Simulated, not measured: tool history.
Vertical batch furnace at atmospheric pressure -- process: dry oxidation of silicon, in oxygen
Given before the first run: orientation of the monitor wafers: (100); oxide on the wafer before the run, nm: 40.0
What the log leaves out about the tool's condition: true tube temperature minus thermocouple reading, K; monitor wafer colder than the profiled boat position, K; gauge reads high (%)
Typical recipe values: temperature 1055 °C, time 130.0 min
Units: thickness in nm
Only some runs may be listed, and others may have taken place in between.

| run | day | temperature | time | wafers since the last listed run | hours since the last temperature calibration | hours since the boat lift was adjusted | hours since the gauge calibration | read-back reference wafer on the same gauge, thickness | thickness |
|---|---|---|---|---|---|---|---|---|---|
| 1 | 0.000 | 1055 | 130.0 | 0 | 2088.6 | 2081.8 | 391.4 | 126.98 | 141.71 |
| 2 | 1.208 | 1055 | 130.0 | 215 | 2117.6 | 2110.8 | 420.4 | 127.04 | 141.63 |
| 3 | 2.325 | 1055 | 130.0 | 199 | 2144.4 | 2137.6 | 447.2 | 126.98 | 141.35 |
| 4 | 3.825 | 1055 | 103.0 | 267 | 2180.4 | 2173.6 | 483.2 | 127.00 | 124.47 |
| 5 | 5.267 | 1055 | 130.0 | 257 | 2215.0 | 2208.2 | 517.8 | 127.00 | 141.79 |
| 6 | 6.200 | 1055 | 130.0 | 166 | 2237.4 | 2230.6 | 540.2 | 126.92 | 141.41 |
| 7 | 6.912 | 1055 | 130.0 | 127 | 2254.5 | 2247.7 | 557.3 | 127.02 | 141.93 |
| 8 | 8.333 | 1055 | 95.0 | 253 | 2288.6 | 2281.8 | 591.4 | 127.00 | 118.99 |
|  | 8.604 | gauge calibrated |
| 9 | 12.042 | 1055 | 130.0 | 661 | 2377.6 | 2370.8 | 82.5 | 126.97 | 141.40 |
| 10 | 12.696 | 1055 | 130.0 | 116 | 2393.3 | 2386.5 | 98.2 | 126.93 | 141.06 |
|  | 13.858 | boat lift adjusted |
| 11 | 13.925 | 1072 | 162.5 | 40 | 2422.8 | 1.6 | 127.7 | 126.98 | 183.06 |
| 12 | 14.850 | 1075 | 192.5 | 165 | 2445.0 | 23.8 | 149.9 | 126.92 | 205.09 |
| 13 | 16.017 | 1076 | 159.0 | 208 | 2473.0 | 51.8 | 177.9 | 126.96 | 185.45 |
|  | 17.071 | thermocouples replaced and temperature profile calibrated |
| 14 | 17.250 | 1072 | 162.5 | 41 | 4.3 | 81.4 | 207.5 | 126.98 | 178.71 |
| 15 | 18.642 | 1078 | 104.0 | 248 | 37.7 | 114.8 | 240.9 | 127.05 | 144.36 |
| 16 | 20.658 | 1055 | 186.0 | 359 | 86.1 | 163.2 | 289.3 | 127.03 | 173.65 |
| 17 | 21.192 | 1078 | 104.0 | 95 | 98.9 | 176.0 | 302.1 | 127.01 | 144.74 |
| 18 | 21.854 | 1055 | 189.0 | 118 | 114.8 | 191.9 | 318.0 | 127.05 | 175.11 |
| 19 | 22.679 | 1055 | 130.0 | 147 | 134.6 | 211.7 | 337.8 | 126.94 | 141.98 |
| 20 | 24.062 | 1063 | 130.0 | 246 | 167.8 | 244.9 | 371.0 | 127.01 | 149.16 |

Below are 3 alternative next runs, each starting from the tool's condition after run 20. Predict each:
| A | 24.350 | 1055 | 74.5 | 51 | 174.7 | 251.8 | 377.9 | ? | ? |
| B | 24.350 | 1055 | 192.0 | 51 | 174.7 | 251.8 | 377.9 | ? | ? |
| C | 24.350 | 1036 | 80.0 | 51 | 174.7 | 251.8 | 377.9 | ? | ? |

| run | read-back reference wafer on the same gauge, thickness | thickness |
|---|---|---|
| A | 127.02 | 104.91 |
| B | 127.02 | 177.19 |
| C | 127.02 | 96.77 |
Had the tool no hidden state, the same runs would have come out as:
| run | thickness |
|---|---|
| A | 104.71 |
| B | 176.82 |
| C | 96.58 |
